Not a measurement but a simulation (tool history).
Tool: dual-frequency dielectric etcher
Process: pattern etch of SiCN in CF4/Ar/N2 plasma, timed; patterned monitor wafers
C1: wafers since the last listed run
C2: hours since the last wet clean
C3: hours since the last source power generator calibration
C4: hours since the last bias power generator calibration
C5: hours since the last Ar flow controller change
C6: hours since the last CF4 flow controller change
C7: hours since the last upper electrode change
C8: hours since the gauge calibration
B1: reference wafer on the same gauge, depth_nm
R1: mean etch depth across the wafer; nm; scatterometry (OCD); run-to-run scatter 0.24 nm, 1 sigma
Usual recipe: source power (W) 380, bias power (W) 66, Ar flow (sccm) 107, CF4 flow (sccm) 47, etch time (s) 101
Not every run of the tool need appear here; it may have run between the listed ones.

{"run": 1, "hour": 0.0, "source power (W)": 380, "bias power (W)": 66, "Ar flow (sccm)": 107, "CF4 flow (sccm)": 47, "etch time (s)": 92, "C1": 0, "C2": 270.6, "C3": 2870.5, "C4": 2304.8, "C5": 6589.6, "C6": 1312.5, "C7": 4221.4, "C8": 465.7, "B1": 75.8, "R1": 60.4}
{"run": 2, "hour": 30.4, "source power (W)": 380, "bias power (W)": 66, "Ar flow (sccm)": 107, "CF4 flow (sccm)": 47, "etch time (s)": 92, "C1": 223, "C2": 301, "C3": 2900.9, "C4": 2335.2, "C5": 6620, "C6": 1342.9, "C7": 4251.8, "C8": 496.1, "B1": 75.8, "R1": 60.6}
{"run": 3, "hour": 64.4, "source power (W)": 380, "bias power (W)": 66, "Ar flow (sccm)": 107, "CF4 flow (sccm)": 47, "etch time (s)": 92, "C1": 250, "C2": 335, "C3": 2934.9, "C4": 2369.2, "C5": 6654, "C6": 1376.9, "C7": 4285.8, "C8": 530.1, "B1": 75.9, "R1": 60.4}
{"run": 4, "hour": 78.1, "source power (W)": 380, "bias power (W)": 66, "Ar flow (sccm)": 107, "CF4 flow (sccm)": 47, "etch time (s)": 101, "C1": 100, "C2": 348.7, "C3": 2948.6, "C4": 2382.9, "C5": 6667.7, "C6": 1390.6, "C7": 4299.5, "C8": 543.8, "B1": 75.8, "R1": 66.1}
{"run": 5, "hour": 109.3, "source power (W)": 380, "bias power (W)": 66, "Ar flow (sccm)": 107, "CF4 flow (sccm)": 47, "etch time (s)": 101, "C1": 229, "C2": 379.9, "C3": 2979.8, "C4": 2414.1, "C5": 6698.9, "C6": 1421.8, "C7": 4330.7, "C8": 575, "B1": 75.9, "R1": 66.5}
{"hour": 149.3, "done": "Ar flow controller replaced"}
{"run": 6, "hour": 156.0, "source power (W)": 300, "bias power (W)": 66, "Ar flow (sccm)": 107, "CF4 flow (sccm)": 47, "etch time (s)": 101, "C1": 299, "C2": 426.6, "C3": 3026.5, "C4": 2460.8, "C5": 6.7, "C6": 1468.5, "C7": 4377.4, "C8": 621.7, "B1": 75.8, "R1": 57.7}
{"hour": 198.6, "done": "wet clean of the chamber"}
{"run": 7, "hour": 199.1, "source power (W)": 300, "bias power (W)": 66, "Ar flow (sccm)": 107, "CF4 flow (sccm)": 47, "etch time (s)": 101, "C1": 140, "C2": 0.5, "C3": 3069.6, "C4": 2503.9, "C5": 49.8, "C6": 1511.6, "C7": 4420.5, "C8": 664.8, "B1": 75.9, "R1": 57.9}
{"hour": 240.4, "done": "upper electrode replaced"}
{"hour": 240.9, "done": "gauge calibrated"}
{"run": 8, "hour": 249.2, "source power (W)": 300, "bias power (W)": 66, "Ar flow (sccm)": 107, "CF4 flow (sccm)": 47, "etch time (s)": 101, "C1": 192, "C2": 50.6, "C3": 3119.7, "C4": 2554, "C5": 99.9, "C6": 1561.7, "C7": 8.8, "C8": 8.3, "B1": 76, "R1": 57.6}
{"run": 9, "hour": 266.3, "source power (W)": 380, "bias power (W)": 66, "Ar flow (sccm)": 107, "CF4 flow (sccm)": 47, "etch time (s)": 101, "C1": 125, "C2": 67.7, "C3": 3136.8, "C4": 2571.1, "C5": 117, "C6": 1578.8, "C7": 25.9, "C8": 25.4, "B1": 75.8, "R1": 66.5}
{"run": 10, "hour": 289.5, "source power (W)": 380, "bias power (W)": 76, "Ar flow (sccm)": 107, "CF4 flow (sccm)": 38, "etch time (s)": 124, "C1": 170, "C2": 90.9, "C3": 3160, "C4": 2594.3, "C5": 140.2, "C6": 1602, "C7": 49.1, "C8": 48.6, "B1": 76, "R1": 83.1}
{"hour": 300.4, "done": "CF4 flow controller replaced"}
{"run": 11, "hour": 302.3, "source power (W)": 410, "bias power (W)": 66, "Ar flow (sccm)": 107, "CF4 flow (sccm)": 44, "etch time (s)": 88, "C1": 50, "C2": 103.7, "C3": 3172.8, "C4": 2607.1, "C5": 153, "C6": 1.9, "C7": 61.9, "C8": 61.4, "B1": 75.9, "R1": 59.4}
{"run": 12, "hour": 333.7, "source power (W)": 380, "bias power (W)": 66, "Ar flow (sccm)": 107, "CF4 flow (sccm)": 47, "etch time (s)": 101, "C1": 231, "C2": 135.1, "C3": 3204.2, "C4": 2638.5, "C5": 184.4, "C6": 33.3, "C7": 93.3, "C8": 92.8, "B1": 75.9, "R1": 66.2}
{"run": 13, "hour": 366.3, "source power (W)": 380, "bias power (W)": 66, "Ar flow (sccm)": 107, "CF4 flow (sccm)": 47, "etch time (s)": 101, "C1": 240, "C2": 167.7, "C3": 3236.8, "C4": 2671.1, "C5": 217, "C6": 65.9, "C7": 125.9, "C8": 125.4, "B1": 75.9, "R1": 66.7}
{"run": 14, "hour": 386.2, "source power (W)": 380, "bias power (W)": 66, "Ar flow (sccm)": 86, "CF4 flow (sccm)": 40, "etch time (s)": 101, "C1": 146, "C2": 187.6, "C3": 3256.7, "C4": 2691, "C5": 236.9, "C6": 85.8, "C7": 145.8, "C8": 145.3, "B1": 76, "R1": 66.2}
{"hour": 400.5, "done": "bias power generator calibrated"}
{"run": 15, "hour": 408.8, "source power (W)": 350, "bias power (W)": 66, "Ar flow (sccm)": 107, "CF4 flow (sccm)": 47, "etch time (s)": 101, "C1": 136, "C2": 210.2, "C3": 3279.3, "C4": 8.3, "C5": 259.5, "C6": 108.4, "C7": 168.4, "C8": 167.9, "B1": 75.9, "R1": 63.4}
{"hour": 420.4, "done": "source power generator calibrated"}
{"run": 16, "hour": 435.7, "source power (W)": 380, "bias power (W)": 66, "Ar flow (sccm)": 107, "CF4 flow (sccm)": 47, "etch time (s)": 101, "C1": 168, "C2": 237.1, "C3": 15.3, "C4": 35.2, "C5": 286.4, "C6": 135.3, "C7": 195.3, "C8": 194.8, "B1": 75.9, "R1": 66.7}
{"run": 17, "hour": 457.1, "source power (W)": 380, "bias power (W)": 52, "Ar flow (sccm)": 90, "CF4 flow (sccm)": 51, "etch time (s)": 84.5, "C1": 157, "C2": 258.5, "C3": 36.7, "C4": 56.6, "C5": 307.8, "C6": 156.7, "C7": 216.7, "C8": 216.2, "B1": 76, "R1": 52.1}
{"run": 18, "hour": 489.9, "source power (W)": 380, "bias power (W)": 66, "Ar flow (sccm)": 107, "CF4 flow (sccm)": 47, "etch time (s)": 101, "C1": 241, "C2": 291.3, "C3": 69.5, "C4": 89.4, "C5": 340.6, "C6": 189.5, "C7": 249.5, "C8": 249, "B1": 75.8, "R1": 66.6}
{"run": 19, "hour": 521.1, "source power (W)": 410, "bias power (W)": 74, "Ar flow (sccm)": 98, "CF4 flow (sccm)": 52, "etch time (s)": 101, "C1": 229, "C2": 322.5, "C3": 100.7, "C4": 120.6, "C5": 371.8, "C6": 220.7, "C7": 280.7, "C8": 280.2, "B1": 75.8, "R1": 75.4}
{"run": 20, "hour": 533.7, "source power (W)": 290, "bias power (W)": 60, "Ar flow (sccm)": 107, "CF4 flow (sccm)": 36, "etch time (s)": 101, "C1": 92, "C2": 335.1, "C3": 113.3, "C4": 133.2, "C5": 384.4, "C6": 233.3, "C7": 293.3, "C8": 292.8, "B1": 75.9, "R1": 51.6}

How the hidden state differs across the entries between the runs, from the last listed run before each to the first after it:
Runs 5 to 6: Ar flow controller replaced (hour 149.3)
  no hidden state differs between the two runs
Runs 6 to 7: wet clean of the chamber (hour 198.6)
  no hidden state differs between the two runs
Runs 7 to 8: upper electrode replaced (hour 240.4); gauge calibrated (hour 240.9)
  no hidden state differs between the two runs
Runs 10 to 11: CF4 flow controller replaced (hour 300.4)
  no hidden state differs between the two runs
Runs 14 to 15: bias power generator calibrated (hour 400.5)
  no hidden state differs between the two runs
Runs 15 to 16: source power generator calibrated (hour 420.4)
  no hidden state differs between the two runs
